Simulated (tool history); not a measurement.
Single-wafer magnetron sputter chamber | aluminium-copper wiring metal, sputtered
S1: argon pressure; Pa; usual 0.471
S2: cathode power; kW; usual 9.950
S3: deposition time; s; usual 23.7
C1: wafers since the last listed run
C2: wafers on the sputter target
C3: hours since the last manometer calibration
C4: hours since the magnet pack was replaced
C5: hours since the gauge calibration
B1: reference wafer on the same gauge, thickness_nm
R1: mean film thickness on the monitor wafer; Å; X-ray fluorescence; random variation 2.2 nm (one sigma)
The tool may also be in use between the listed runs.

run,hour,S1,S2,S3,C1,C2,C3,C4,C5,B1,R1
1,0.0,0.471,9.950,23.7,0,104,814.1,9232.9,255.2,382.554,3681.91
2,80.6,0.471,9.950,23.7,1683,1787,894.7,9313.5,335.8,382.706,3652.14
3,103.7,0.430,8.800,23.7,482,2269,917.8,9336.6,358.9,383.125,3467.22
4,134.8,0.430,8.800,23.7,649,2919,948.9,9367.7,390.0,383.201,3440.20
5,160.2,0.471,9.250,23.7,530,3449,974.3,9393.1,415.4,383.126,3406.42
6,175.7,0.471,9.250,23.7,323,3773,989.8,9408.6,430.9,382.673,3369.13
# hour 197.0: capacitance manometer re-zeroed and calibrated
7,210.9,0.471,9.250,23.7,568,4341,13.9,9443.8,466.1,382.937,3519.99
8,242.9,0.471,9.950,23.7,668,5009,45.9,9475.8,498.1,383.039,3686.63
9,260.7,0.471,9.950,23.7,371,5381,63.7,9493.6,515.9,382.936,3687.27
# hour 286.2: gauge calibrated
10,287.5,0.471,9.950,23.7,559,5941,90.5,9520.4,1.3,382.915,3685.41
11,321.1,0.471,9.950,23.7,701,6642,124.1,9554.0,34.9,382.898,3655.78
# hour 348.4: sputter target and shields replaced
12,356.1,0.524,11.350,28.0,563,161,159.1,9589.0,69.9,382.916,4717.82
13,407.0,0.645,8.900,28.0,1062,1224,210.0,9639.9,120.8,382.396,3604.59
14,434.6,0.400,9.200,26.0,576,1801,237.6,9667.5,148.4,382.986,4177.12
# hour 443.2: magnet pack replaced
15,452.2,0.619,9.950,23.7,200,2001,255.2,9.0,166.0,382.889,3328.49
16,479.9,0.471,9.950,23.7,578,2580,282.9,36.7,193.7,383.025,3716.74
17,492.5,0.296,12.100,25.0,263,2843,295.5,49.3,206.3,383.432,5298.78
18,507.4,0.471,9.950,23.7,311,3154,310.4,64.2,221.2,383.032,3741.54
19,531.1,0.471,9.950,23.7,494,3649,334.1,87.9,244.9,382.680,3707.91
20,546.0,0.471,9.950,23.7,311,3960,349.0,102.8,259.8,382.878,3703.47
21,581.5,0.385,9.950,23.7,741,4701,384.5,138.3,295.3,383.067,3974.11
22,607.3,0.636,9.950,23.7,538,5240,410.3,164.1,321.1,383.088,3157.05

Forecast each of these 3 alternatives for the next run:
A,607.7,0.471,8.950,23.7,8,5249,410.7,164.5,321.5,?,?
B,607.7,0.309,11.250,23.7,8,5249,410.7,164.5,321.5,?,?
C,607.7,0.346,9.000,19.6,8,5249,410.7,164.5,321.5,?,?

run,B1,R1
A,383.301,3445.63
B,383.301,4693.06
C,383.301,3197.16
Without the tool's hidden state the same runs would have given:
run,R1
A,3587.62
B,4874.29
C,3322.60

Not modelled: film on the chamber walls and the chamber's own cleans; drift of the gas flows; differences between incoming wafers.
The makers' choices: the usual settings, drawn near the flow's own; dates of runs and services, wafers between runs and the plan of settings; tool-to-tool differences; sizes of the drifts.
